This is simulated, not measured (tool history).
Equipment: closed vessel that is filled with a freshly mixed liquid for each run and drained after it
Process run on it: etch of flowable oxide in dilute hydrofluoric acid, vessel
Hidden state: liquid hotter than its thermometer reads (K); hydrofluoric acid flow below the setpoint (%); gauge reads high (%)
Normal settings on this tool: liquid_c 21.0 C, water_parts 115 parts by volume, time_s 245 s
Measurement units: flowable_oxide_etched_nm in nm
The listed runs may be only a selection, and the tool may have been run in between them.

run     day  liquid_c  water_parts  time_s  wafers since the last listed run  hours since the thermometer was replaced  hours since the hydrofluoric acid flow meter was replaced  hours since the gauge calibration  read-back film thickness of the flowable oxide reference wafer, read on the same gauge (nm)  flowable_oxide_etched_nm
  1   0.000      19.5          115     245                                 0                                     909.4                                                     2151.9                              529.9                                                                                       129.99                     52.66
  2   0.754      21.0          145     245                              1326                                     927.5                                                     2170.0                              548.0                                                                                       130.01                     41.64
  3   1.408      21.0          145     245                              1150                                     943.2                                                     2185.7                              563.7                                                                                       130.00                     42.35
  4   2.100      21.0          145     245                              1216                                     959.8                                                     2202.3                              580.3                                                                                       129.99                     42.04
  5   2.917      21.0          115     245                              1435                                     979.4                                                     2221.9                              599.9                                                                                       130.02                     56.18
  6   4.308      21.0          115     245                              2447                                    1012.8                                                     2255.3                              633.3                                                                                       129.97                     56.15
      5.275  -- thermometer replaced
  7   5.400      21.0          115     245                              1846                                       3.0                                                     2281.5                              659.5                                                                                       129.99                     50.89
  8   6.054      21.0          115     245                              1150                                      18.7                                                     2297.2                              675.2                                                                                       130.03                     51.76
      7.008  -- gauge calibrated
  9   7.450      21.0          115     245                              2454                                      52.2                                                     2330.7                               10.6                                                                                       129.99                     52.58
      7.567  -- hydrofluoric acid flow meter replaced
 10   8.121      23.5          170     365                              1106                                      68.3                                                       13.3                               26.7                                                                                       130.00                     54.04
 11   8.833      17.0          140     140                              1252                                      85.4                                                       30.4                               43.8                                                                                       130.00                     19.91
 12  10.050      25.0           65     130                              2139                                     114.6                                                       59.6                               73.0                                                                                       130.03                     59.59
 13  11.333      23.5           95     390                              2256                                     145.4                                                       90.4                              103.8                                                                                       130.05                    111.81
 14  11.983      21.0          115     245                              1142                                     161.0                                                      106.0                              119.4                                                                                       130.01                     52.86
 15  13.217      21.0          115     185                              2168                                     190.6                                                      135.6                              149.0                                                                                       130.01                     39.20
 16  13.750      25.0           60     125                               937                                     203.4                                                      148.4                              161.8                                                                                       130.00                     65.29
 17  14.675      21.0          115     340                              1626                                     225.6                                                      170.6                              184.0                                                                                       130.04                     73.05
 18  15.371      17.0           75     300                              1223                                     242.3                                                      187.3                              200.7                                                                                       129.96                     87.49
 19  16.500      21.0          115     245                              1985                                     269.4                                                      214.4                              227.8                                                                                       130.01                     52.53
 20  17.867      21.0          115     245                              2403                                     302.2                                                      247.2                              260.6                                                                                       130.01                     52.79
 21  19.162      21.0           80     375                              2278                                     333.3                                                      278.3                              291.7                                                                                       130.04                    122.94
 22  20.038      21.0           90     110                              1538                                     354.3                                                      299.3                              312.7                                                                                       129.99                     30.78
 23  21.183      21.0          115     245                              2014                                     381.8                                                      326.8                              340.2                                                                                       130.02                     53.25
 24  22.329      24.5          150     130                              2014                                     409.3                                                      354.3                              367.7                                                                                       130.01                     24.18
 25  23.588      21.0           80     245                              2212                                     439.5                                                      384.5                              397.9                                                                                       129.97                     80.46
 26  24.238      21.0          115     245                              1142                                     455.1                                                      400.1                              413.5                                                                                       129.99                     53.76
 27  25.058      19.5          115     130                              1443                                     474.8                                                      419.8                              433.2                                                                                       129.99                     26.58
 28  26.400      21.0          150     245                              2359                                     507.0                                                      452.0                              465.4                                                                                       129.99                     39.26
 29  27.029      21.0           70     130                              1106                                     522.1                                                      467.1                              480.5                                                                                       129.99                     50.10
 30  28.171      21.0          165     170                              2007                                     549.5                                                      494.5                              507.9                                                                                       129.98                     24.69
 31  29.633      21.0          115     245                              2571                                     584.6                                                      529.6                              543.0                                                                                       130.01                     52.95
 32  30.267      25.5          140     310                              1113                                     599.8                                                      544.8                              558.2                                                                                       129.99                     65.39
 33  31.042      25.5          165     205                              1362                                     618.4                                                      563.4                              576.8                                                                                       130.02                     35.40

Hidden state, per run?
hydrofluoric acid flow below the setpoint (%): 0 in every run
gauge reads high (%): 0 in every run
H1: liquid hotter than its thermometer reads (K)
run     H1
  1    2.1
  2   2.14
  3   2.17
  4   2.21
  5   2.25
  6   2.32
  7  0.249
  8  0.284
  9  0.357
 10  0.392
 11   0.43
 12  0.494
 13  0.561
 14  0.596
 15  0.661
 16  0.689
 17  0.737
 18  0.774
 19  0.833
 20  0.905
 21  0.973
 22   1.02
 23   1.08
 24   1.14
 25   1.21
 26   1.24
 27   1.28
 28   1.35
 29   1.39
 30   1.45
 31   1.52
 32   1.56
 33    1.6

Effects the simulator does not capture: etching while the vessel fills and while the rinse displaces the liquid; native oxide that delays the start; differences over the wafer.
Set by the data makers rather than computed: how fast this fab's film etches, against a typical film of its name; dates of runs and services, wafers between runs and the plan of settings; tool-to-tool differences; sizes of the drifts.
